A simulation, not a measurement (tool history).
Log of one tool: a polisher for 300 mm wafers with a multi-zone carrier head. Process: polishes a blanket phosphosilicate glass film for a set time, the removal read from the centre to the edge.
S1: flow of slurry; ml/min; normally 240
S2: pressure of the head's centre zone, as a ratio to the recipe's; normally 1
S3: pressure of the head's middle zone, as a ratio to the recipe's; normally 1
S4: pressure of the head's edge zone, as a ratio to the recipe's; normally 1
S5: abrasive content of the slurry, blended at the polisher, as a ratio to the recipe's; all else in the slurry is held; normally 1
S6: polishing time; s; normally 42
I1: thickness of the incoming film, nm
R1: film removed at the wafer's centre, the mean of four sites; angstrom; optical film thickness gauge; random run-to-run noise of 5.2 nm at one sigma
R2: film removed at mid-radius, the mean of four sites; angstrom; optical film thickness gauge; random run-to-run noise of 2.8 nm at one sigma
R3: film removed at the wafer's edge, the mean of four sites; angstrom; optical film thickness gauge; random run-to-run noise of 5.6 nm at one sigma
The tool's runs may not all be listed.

{"run": 1, "hour": 0.0, "S1": 240, "S2": 1, "S3": 1, "S4": 1, "S5": 1, "S6": 42, "I1": 4341.7, "R1": 4176, "R2": 3854, "R3": 3978}
{"run": 2, "hour": 23.6, "S1": 240, "S2": 1, "S3": 1, "S4": 1, "S5": 1, "S6": 42, "I1": 4382.8, "R1": 4210, "R2": 3867, "R3": 3999}
{"run": 3, "hour": 40.7, "S1": 240, "S2": 1, "S3": 1, "S4": 1, "S5": 1, "S6": 42, "I1": 4437.5, "R1": 4279, "R2": 3918, "R3": 3910}
{"hour": 62.1, "done": "slurry nozzle cleaned"}
{"run": 4, "hour": 75.4, "S1": 240, "S2": 1, "S3": 1, "S4": 1, "S5": 1, "S6": 42, "I1": 4413.3, "R1": 4255, "R2": 3904, "R3": 4045}
{"hour": 85.5, "done": "carrier head's membrane replaced by a new one"}
{"hour": 88.7, "done": "worn pad replaced by a new one"}
{"hour": 100.5, "done": "centre zone pressure recalibrated"}
{"run": 5, "hour": 103.6, "S1": 275, "S2": 1, "S3": 1.09, "S4": 1, "S5": 1, "S6": 30, "I1": 4366.2, "R1": 2813, "R2": 2920, "R3": 2886}
{"run": 6, "hour": 126.3, "S1": 240, "S2": 1, "S3": 1, "S4": 1, "S5": 1, "S6": 42, "I1": 4399.4, "R1": 3863, "R2": 3895, "R3": 3987}
{"run": 7, "hour": 156.8, "S1": 240, "S2": 1, "S3": 1, "S4": 1, "S5": 1, "S6": 42, "I1": 4369.1, "R1": 3755, "R2": 3931, "R3": 3922}
{"run": 8, "hour": 184.9, "S1": 240, "S2": 0.9, "S3": 1, "S4": 0.94, "S5": 1.2, "S6": 52, "I1": 4378, "R1": 4639, "R2": 5154, "R3": 5137}
{"run": 9, "hour": 198.1, "S1": 240, "S2": 1.05, "S3": 1.08, "S4": 0.95, "S5": 1, "S6": 37, "I1": 4323.1, "R1": 3530, "R2": 3554, "R3": 3444}
{"run": 10, "hour": 215.6, "S1": 240, "S2": 1, "S3": 1, "S4": 1, "S5": 1, "S6": 42, "I1": 4367, "R1": 3862, "R2": 3890, "R3": 3869}
{"run": 11, "hour": 243.2, "S1": 240, "S2": 1, "S3": 1, "S4": 1, "S5": 1, "S6": 28, "I1": 4454.2, "R1": 2543, "R2": 2586, "R3": 2653}
{"hour": 274.4, "done": "worn pad replaced by a new one"}
{"run": 12, "hour": 274.9, "S1": 210, "S2": 1, "S3": 1, "S4": 1, "S5": 1, "S6": 42, "I1": 4372.3, "R1": 3727, "R2": 3794, "R3": 3960}
{"run": 13, "hour": 294.0, "S1": 325, "S2": 1.11, "S3": 1, "S4": 0.92, "S5": 1, "S6": 57, "I1": 4494.9, "R1": 5841, "R2": 5429, "R3": 5223}
{"run": 14, "hour": 328.6, "S1": 240, "S2": 1, "S3": 1, "S4": 1, "S5": 1, "S6": 42, "I1": 4409.6, "R1": 3776, "R2": 3916, "R3": 3883}
{"run": 15, "hour": 341.7, "S1": 240, "S2": 1, "S3": 0.93, "S4": 0.92, "S5": 1, "S6": 42, "I1": 4440.5, "R1": 3885, "R2": 3742, "R3": 3828}
{"run": 16, "hour": 367.6, "S1": 240, "S2": 0.92, "S3": 1, "S4": 1, "S5": 1, "S6": 47, "I1": 4437.2, "R1": 4053, "R2": 4365, "R3": 4460}
{"run": 17, "hour": 380.5, "S1": 280, "S2": 0.94, "S3": 1, "S4": 0.9, "S5": 1, "S6": 56, "I1": 4460.2, "R1": 4923, "R2": 5210, "R3": 5036}
{"run": 18, "hour": 410.7, "S1": 325, "S2": 1, "S3": 1, "S4": 1, "S5": 1.25, "S6": 42, "I1": 4418.5, "R1": 4322, "R2": 4364, "R3": 4436}
{"run": 19, "hour": 437.1, "S1": 240, "S2": 1.04, "S3": 1, "S4": 1, "S5": 0.9, "S6": 42, "I1": 4374.7, "R1": 3808, "R2": 3717, "R3": 3829}
{"hour": 458.2, "done": "slurry nozzle cleaned"}
{"run": 20, "hour": 463.7, "S1": 240, "S2": 1, "S3": 1, "S4": 1, "S5": 1, "S6": 42, "I1": 4494.7, "R1": 3850, "R2": 3916, "R3": 3929}
{"hour": 499.2, "done": "worn pad replaced by a new one"}
{"run": 21, "hour": 567.2, "S1": 265, "S2": 1.08, "S3": 1.08, "S4": 1, "S5": 1.25, "S6": 42, "I1": 4327.1, "R1": 4520, "R2": 4465, "R3": 4379}
{"hour": 590.2, "done": "edge zone pressure recalibrated"}
{"run": 22, "hour": 590.8, "S1": 240, "S2": 1, "S3": 1, "S4": 1.12, "S5": 0.8, "S6": 42, "I1": 4327.1, "R1": 3522, "R2": 3598, "R3": 3833}

Alternative continuations, all from the tool just after run 22; predict every row:
{"run": "A", "hour": 591.2, "S1": 240, "S2": 1, "S3": 1, "S4": 1, "S5": 1, "S6": 42, "I1": 4426.6, "R1": "?", "R2": "?", "R3": "?"}
{"run": "B", "hour": 591.2, "S1": 240, "S2": 1, "S3": 1, "S4": 1, "S5": 1, "S6": 38, "I1": 4426.6, "R1": "?", "R2": "?", "R3": "?"}
{"run": "C", "hour": 591.2, "S1": 240, "S2": 1, "S3": 1.09, "S4": 1, "S5": 1, "S6": 42, "I1": 4426.6, "R1": "?", "R2": "?", "R3": "?"}

run=A R1=3803 R2=3916 R3=3930
run=B R1=3441 R2=3543 R3=3556
run=C R1=3805 R2=4115 R3=3927
Take away the tool's hidden state, keep each run's random variation, and the runs would have read:
run=A R1=3778 R2=3917 R3=3930
run=B R1=3418 R2=3544 R3=3556
run=C R1=3779 R2=4116 R3=3927
